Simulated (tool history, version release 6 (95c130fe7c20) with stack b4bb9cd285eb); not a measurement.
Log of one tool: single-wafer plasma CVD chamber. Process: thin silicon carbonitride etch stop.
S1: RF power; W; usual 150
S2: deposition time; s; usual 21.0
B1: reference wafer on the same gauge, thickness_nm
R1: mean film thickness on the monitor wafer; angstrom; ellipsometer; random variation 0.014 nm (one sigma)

{"run": 1, "hour": 0.0, "S1": 150, "S2": 21.0, "B1": 10.308, "R1": 94.17}
{"run": 2, "hour": 91.2, "S1": 150, "S2": 21.0, "B1": 10.31, "R1": 94.23}
{"hour": 119.8, "done": "gauge calibrated"}
{"run": 3, "hour": 181.2, "S1": 150, "S2": 21.0, "B1": 10.313, "R1": 94.2}
{"run": 4, "hour": 218.6, "S1": 150, "S2": 21.0, "B1": 10.31, "R1": 94.38}
{"run": 5, "hour": 311.6, "S1": 150, "S2": 22.3, "B1": 10.305, "R1": 99.79}
{"run": 6, "hour": 382.4, "S1": 150, "S2": 22.3, "B1": 10.306, "R1": 99.71}
{"hour": 402.5, "done": "RF generator calibrated"}
{"run": 7, "hour": 468.9, "S1": 150, "S2": 22.3, "B1": 10.305, "R1": 101.65}
{"run": 8, "hour": 535.2, "S1": 150, "S2": 21.0, "B1": 10.312, "R1": 95.63}
{"run": 9, "hour": 618.4, "S1": 150, "S2": 21.0, "B1": 10.311, "R1": 95.24}
{"run": 10, "hour": 700.4, "S1": 150, "S2": 21.0, "B1": 10.317, "R1": 94.91}
{"run": 11, "hour": 746.9, "S1": 150, "S2": 21.0, "B1": 10.311, "R1": 95.04}
{"run": 12, "hour": 824.2, "S1": 150, "S2": 21.0, "B1": 10.313, "R1": 94.69}
{"run": 13, "hour": 877.4, "S1": 150, "S2": 21.0, "B1": 10.31, "R1": 94.54}
{"hour": 930.2, "done": "showerhead replaced"}
{"run": 14, "hour": 930.7, "S1": 160, "S2": 21.0, "B1": 10.309, "R1": 96.23}
{"run": 15, "hour": 965.4, "S1": 160, "S2": 21.0, "B1": 10.314, "R1": 96.44}
{"run": 16, "hour": 1071.4, "S1": 130, "S2": 23.5, "B1": 10.315, "R1": 102.04}
{"run": 17, "hour": 1108.4, "S1": 150, "S2": 21.0, "B1": 10.307, "R1": 94.59}
{"run": 18, "hour": 1203.0, "S1": 135, "S2": 23.3, "B1": 10.309, "R1": 102.03}
{"run": 19, "hour": 1275.7, "S1": 150, "S2": 19.2, "B1": 10.31, "R1": 86.31}
{"run": 20, "hour": 1362.1, "S1": 120, "S2": 19.1, "B1": 10.314, "R1": 81.04}
{"hour": 1416.9, "done": "gauge calibrated"}
{"run": 21, "hour": 1419.1, "S1": 130, "S2": 19.2, "B1": 10.314, "R1": 83.42}
{"hour": 1433.9, "done": "thermocouple changed; heater temperature recalibrated"}
{"run": 22, "hour": 1456.4, "S1": 175, "S2": 22.8, "B1": 10.307, "R1": 106.47}
{"run": 23, "hour": 1510.1, "S1": 150, "S2": 19.6, "B1": 10.308, "R1": 87.84}
{"hour": 1583.0, "done": "RF generator calibrated"}
{"run": 24, "hour": 1806.6, "S1": 165, "S2": 23.0, "B1": 10.311, "R1": 106.71}
{"run": 25, "hour": 1856.2, "S1": 135, "S2": 18.4, "B1": 10.309, "R1": 81.08}
{"run": 26, "hour": 1904.0, "S1": 150, "S2": 21.0, "B1": 10.312, "R1": 95.31}
{"run": 27, "hour": 1988.8, "S1": 150, "S2": 21.0, "B1": 10.31, "R1": 94.72}
{"run": 28, "hour": 2054.4, "S1": 180, "S2": 24.8, "B1": 10.305, "R1": 117.31}
{"run": 29, "hour": 2145.7, "S1": 180, "S2": 19.5, "B1": 10.312, "R1": 92.19}
{"run": 30, "hour": 2189.2, "S1": 165, "S2": 18.1, "B1": 10.312, "R1": 83.72}
{"run": 31, "hour": 2259.4, "S1": 150, "S2": 21.0, "B1": 10.315, "R1": 94.59}

Some steps in R1 between neighbouring runs. How much of each would the tool show without its hidden state too (settings, what came in, random variation), and how much is left for the hidden state, with any gauge scatter that isn't in both results?
The hidden state here: wafer temperature above the value expected at the setpoint (K); delivered RF power above the setpoint (%); gauge reads high (%).
Run 6 -> 7: RF generator calibrated. R1 +1.94 angstrom: hidden state +1.79, all else +0.15.
Run 21 -> 22: S1 130 -> 175, S2 19.2 -> 22.8, thermocouple changed; heater temperature recalibrated. R1 +23.05 angstrom: hidden state -0.47, all else +23.52.
Run 23 -> 24: S1 150 -> 165, S2 19.6 -> 23.0, RF generator calibrated. R1 +18.87 angstrom: hidden state +0.76, all else +18.11.
Run 24 -> 25: S1 165 -> 135, S2 23.0 -> 18.4. R1 -25.63 angstrom: hidden state +0.12, all else -25.75.
Run 28 -> 29: S2 24.8 -> 19.5. R1 -25.12 angstrom: hidden state +0.26, all else -25.38.
